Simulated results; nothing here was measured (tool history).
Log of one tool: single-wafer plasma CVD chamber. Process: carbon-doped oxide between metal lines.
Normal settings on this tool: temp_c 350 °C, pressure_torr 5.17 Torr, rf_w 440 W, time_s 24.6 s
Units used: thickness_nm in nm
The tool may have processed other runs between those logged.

| run | hour | temp_c | pressure_torr | rf_w | time_s | read-back reference wafer on the same gauge, thickness_nm | thickness_nm |
|---|---|---|---|---|---|---|---|
| 1 | 0 | 359 | 5.17 | 440 | 24.6 | 112.992 | 106.866 |
| 2 | 31.6 | 359 | 5.17 | 440 | 24.6 | 112.872 | 106.433 |
| 3 | 47.3 | 359 | 5.17 | 440 | 24.6 | 113.026 | 107.356 |
| 4 | 79.9 | 350 | 5.17 | 440 | 24.6 | 113.14 | 109.922 |
| 5 | 96.6 | 350 | 5.17 | 440 | 24.6 | 112.961 | 110.064 |
| 6 | 113 | 350 | 5.17 | 440 | 24.6 | 113.075 | 110.112 |
| 7 | 132.1 | 357 | 4.84 | 390 | 24.6 | 113.138 | 99.976 |
| 8 | 148.7 | 341 | 5.17 | 395 | 20.1 | 112.967 | 87.308 |
| 9 | 173.7 | 337 | 5.17 | 515 | 28.9 | 113.011 | 147.069 |
| 10 | 204.4 | 350 | 5.17 | 440 | 24.6 | 112.943 | 109.405 |
| 11 | 228.8 | 350 | 6.32 | 440 | 26 | 112.987 | 117.877 |
| 12 | 248.4 | 359 | 4.74 | 480 | 26.8 | 113.033 | 121.485 |
| 13 | 278.8 | 346 | 4.08 | 395 | 24.6 | 113.058 | 102.927 |
| 14 | 314.3 | 337 | 6.4 | 405 | 24.6 | 113.08 | 111.986 |
| 15 | 327 | 363 | 5.9 | 390 | 21.2 | 112.923 | 86.173 |
| 16 | 356 | 337 | 6.4 | 405 | 24.6 | 112.997 | 111.249 |
| 17 | 391.9 | 339 | 5.17 | 440 | 24.6 | 113.151 | 114.103 |
| 18 | 426 | 359 | 4.74 | 480 | 26.8 | 113.077 | 121.555 |
| 19 | 444 | 350 | 4.3 | 440 | 20.2 | 112.887 | 86.555 |
| 20 | 471.2 | 338 | 5.17 | 440 | 24.6 | 112.862 | 111.463 |
| 21 | 490.8 | 358 | 6.36 | 440 | 26.2 | 112.882 | 112.363 |
| 22 | 584.4 | 356 | 5.62 | 410 | 27.8 | 113.026 | 118.822 |
| 23 | 616.8 | 363 | 4.12 | 500 | 22.4 | 113.003 | 109.101 |
| 24 | 640.4 | 343 | 5.65 | 500 | 21.2 | 113.065 | 112.455 |
| 25 | 654.3 | 357 | 4.81 | 440 | 24.6 | 112.969 | 111.569 |
| 26 | 676.8 | 350 | 5.17 | 440 | 24.6 | 113.053 | 113.151 |
| 27 | 710.9 | 356 | 5.17 | 440 | 24.6 | 112.956 | 110.699 |
| 28 | 742.5 | 350 | 5.17 | 440 | 24.6 | 112.988 | 113.308 |

Not shown: 4 entries that the log had between the listed runs. Between which runs, and how does the tool's hidden state differ before and after?
From run 5 to run 6: capacitance manometer re-zeroed and calibrated (hour 107.9); thermocouple changed; heater temperature recalibrated (hour 112.5)
  delivered RF power above the setpoint (%): -7.91 -> -7.92
  measured minus no-state result, thickness_nm: -5.226 -> -5.241 nm
From run 18 to run 19: showerhead replaced, of another model than before (hour 443.5)
  delivered RF power above the setpoint (%): -8.19 -> -8.2
  measured minus no-state result, thickness_nm: -5.547 -> -6.92 nm
From run 21 to run 22: RF generator calibrated (hour 504.8)
  delivered RF power above the setpoint (%): -8.24 -> -1.34
  measured minus no-state result, thickness_nm: -9.019 -> -1.443 nm
